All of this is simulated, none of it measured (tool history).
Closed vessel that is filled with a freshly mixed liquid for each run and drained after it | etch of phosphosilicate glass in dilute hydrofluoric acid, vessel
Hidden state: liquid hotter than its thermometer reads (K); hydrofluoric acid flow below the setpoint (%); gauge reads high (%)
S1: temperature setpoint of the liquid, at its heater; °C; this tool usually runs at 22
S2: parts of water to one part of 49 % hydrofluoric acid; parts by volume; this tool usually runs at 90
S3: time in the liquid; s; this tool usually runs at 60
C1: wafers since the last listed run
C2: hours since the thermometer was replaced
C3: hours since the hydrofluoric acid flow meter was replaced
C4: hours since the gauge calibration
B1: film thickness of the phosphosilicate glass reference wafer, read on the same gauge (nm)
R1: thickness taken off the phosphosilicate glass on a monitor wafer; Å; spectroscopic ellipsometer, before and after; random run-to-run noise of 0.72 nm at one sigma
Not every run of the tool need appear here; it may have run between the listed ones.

{"run": 1, "hour": 0.0, "S1": 22, "S2": 90, "S3": 60, "C1": 0, "C2": 1772.4, "C3": 1300.3, "C4": 349.5, "B1": 61.36, "R1": 1260.8}
{"run": 2, "hour": 32.8, "S1": 22, "S2": 90, "S3": 60, "C1": 4380, "C2": 1805.2, "C3": 1333.1, "C4": 382.3, "B1": 61.43, "R1": 1251.4}
{"run": 3, "hour": 48.1, "S1": 22, "S2": 90, "S3": 60, "C1": 2043, "C2": 1820.5, "C3": 1348.4, "C4": 397.6, "B1": 61.45, "R1": 1263.2}
{"run": 4, "hour": 68.2, "S1": 22, "S2": 120, "S3": 60, "C1": 2684, "C2": 1840.6, "C3": 1368.5, "C4": 417.7, "B1": 61.51, "R1": 898.8}
{"run": 5, "hour": 84.2, "S1": 22, "S2": 90, "S3": 60, "C1": 2136, "C2": 1856.6, "C3": 1384.5, "C4": 433.7, "B1": 61.53, "R1": 1262.4}
{"run": 6, "hour": 104.5, "S1": 22, "S2": 90, "S3": 60, "C1": 2711, "C2": 1876.9, "C3": 1404.8, "C4": 454, "B1": 61.55, "R1": 1236.4}
{"run": 7, "hour": 117.0, "S1": 22, "S2": 90, "S3": 60, "C1": 1669, "C2": 1889.4, "C3": 1417.3, "C4": 466.5, "B1": 61.58, "R1": 1246.4}
{"run": 8, "hour": 137.2, "S1": 22, "S2": 60, "S3": 75, "C1": 2697, "C2": 1909.6, "C3": 1437.5, "C4": 486.7, "B1": 61.58, "R1": 2452.8}
{"run": 9, "hour": 153.9, "S1": 22, "S2": 60, "S3": 75, "C1": 2230, "C2": 1926.3, "C3": 1454.2, "C4": 503.4, "B1": 61.58, "R1": 2430.2}
{"run": 10, "hour": 184.5, "S1": 20.5, "S2": 90, "S3": 60, "C1": 4086, "C2": 1956.9, "C3": 1484.8, "C4": 534, "B1": 61.63, "R1": 1176}
{"run": 11, "hour": 217.1, "S1": 20.5, "S2": 90, "S3": 60, "C1": 4354, "C2": 1989.5, "C3": 1517.4, "C4": 566.6, "B1": 61.65, "R1": 1179.1}
{"run": 12, "hour": 233.7, "S1": 22, "S2": 65, "S3": 60, "C1": 2217, "C2": 2006.1, "C3": 1534, "C4": 583.2, "B1": 61.67, "R1": 1787.5}
{"run": 13, "hour": 258.1, "S1": 22, "S2": 65, "S3": 60, "C1": 3258, "C2": 2030.5, "C3": 1558.4, "C4": 607.6, "B1": 61.69, "R1": 1772.8}
{"run": 14, "hour": 279.6, "S1": 22, "S2": 90, "S3": 60, "C1": 2871, "C2": 2052, "C3": 1579.9, "C4": 629.1, "B1": 61.68, "R1": 1255.8}
{"run": 15, "hour": 300.4, "S1": 24.5, "S2": 120, "S3": 35, "C1": 2778, "C2": 2072.8, "C3": 1600.7, "C4": 649.9, "B1": 61.72, "R1": 578.9}
{"hour": 310.4, "done": "hydrofluoric acid flow meter replaced"}
{"run": 16, "hour": 324.4, "S1": 22, "S2": 110, "S3": 35, "C1": 3071, "C2": 2096.8, "C3": 14, "C4": 673.9, "B1": 61.73, "R1": 576.4}
{"run": 17, "hour": 345.4, "S1": 18, "S2": 90, "S3": 60, "C1": 2804, "C2": 2117.8, "C3": 35, "C4": 694.9, "B1": 61.73, "R1": 1058.9}
{"hour": 367.2, "done": "thermometer replaced"}
{"run": 18, "hour": 376.9, "S1": 22, "S2": 90, "S3": 80, "C1": 4073, "C2": 9.7, "C3": 66.5, "C4": 726.4, "B1": 61.72, "R1": 1666.5}
{"run": 19, "hour": 392.9, "S1": 22, "S2": 90, "S3": 75, "C1": 2136, "C2": 25.7, "C3": 82.5, "C4": 742.4, "B1": 61.74, "R1": 1574}
{"run": 20, "hour": 407.7, "S1": 22, "S2": 90, "S3": 60, "C1": 1976, "C2": 40.5, "C3": 97.3, "C4": 757.2, "B1": 61.77, "R1": 1253.8}
{"run": 21, "hour": 436.5, "S1": 20.5, "S2": 90, "S3": 60, "C1": 3846, "C2": 69.3, "C3": 126.1, "C4": 786, "B1": 61.76, "R1": 1181}
{"run": 22, "hour": 471.3, "S1": 22, "S2": 90, "S3": 45, "C1": 4647, "C2": 104.1, "C3": 160.9, "C4": 820.8, "B1": 61.78, "R1": 938.2}
{"hour": 473.8, "done": "gauge calibrated"}
{"run": 23, "hour": 547.3, "S1": 22, "S2": 90, "S3": 60, "C1": 10150, "C2": 180.1, "C3": 236.9, "C4": 73.5, "B1": 60.45, "R1": 1245.6}
{"run": 24, "hour": 576.8, "S1": 22, "S2": 90, "S3": 60, "C1": 3940, "C2": 209.6, "C3": 266.4, "C4": 103, "B1": 60.6, "R1": 1231.4}
{"run": 25, "hour": 599.4, "S1": 18, "S2": 100, "S3": 35, "C1": 3018, "C2": 232.2, "C3": 289, "C4": 125.6, "B1": 60.76, "R1": 542.1}
{"run": 26, "hour": 623.1, "S1": 19.5, "S2": 135, "S3": 50, "C1": 3165, "C2": 255.9, "C3": 312.7, "C4": 149.3, "B1": 60.84, "R1": 593.9}
{"run": 27, "hour": 639.1, "S1": 22, "S2": 90, "S3": 60, "C1": 2136, "C2": 271.9, "C3": 328.7, "C4": 165.3, "B1": 60.91, "R1": 1231.9}
{"run": 28, "hour": 663.1, "S1": 23.5, "S2": 105, "S3": 60, "C1": 3205, "C2": 295.9, "C3": 352.7, "C4": 189.3, "B1": 60.97, "R1": 1113.1}

Run-by-run hidden state of the tool:
liquid hotter than its thermometer reads (K): 0 at every run
hydrofluoric acid flow below the setpoint (%): 0 at every run
H1: gauge reads high (%)
run=1 H1=2.31
run=2 H1=2.41
run=3 H1=2.45
run=4 H1=2.5
run=5 H1=2.53
run=6 H1=2.57
run=7 H1=2.6
run=8 H1=2.63
run=9 H1=2.66
run=10 H1=2.71
run=11 H1=2.75
run=12 H1=2.77
run=13 H1=2.8
run=14 H1=2.82
run=15 H1=2.84
run=16 H1=2.86
run=17 H1=2.88
run=18 H1=2.9
run=19 H1=2.91
run=20 H1=2.92
run=21 H1=2.94
run=22 H1=2.95
run=23 H1=0.793
run=24 H1=1.05
run=25 H1=1.23
run=26 H1=1.4
run=27 H1=1.51
run=28 H1=1.66
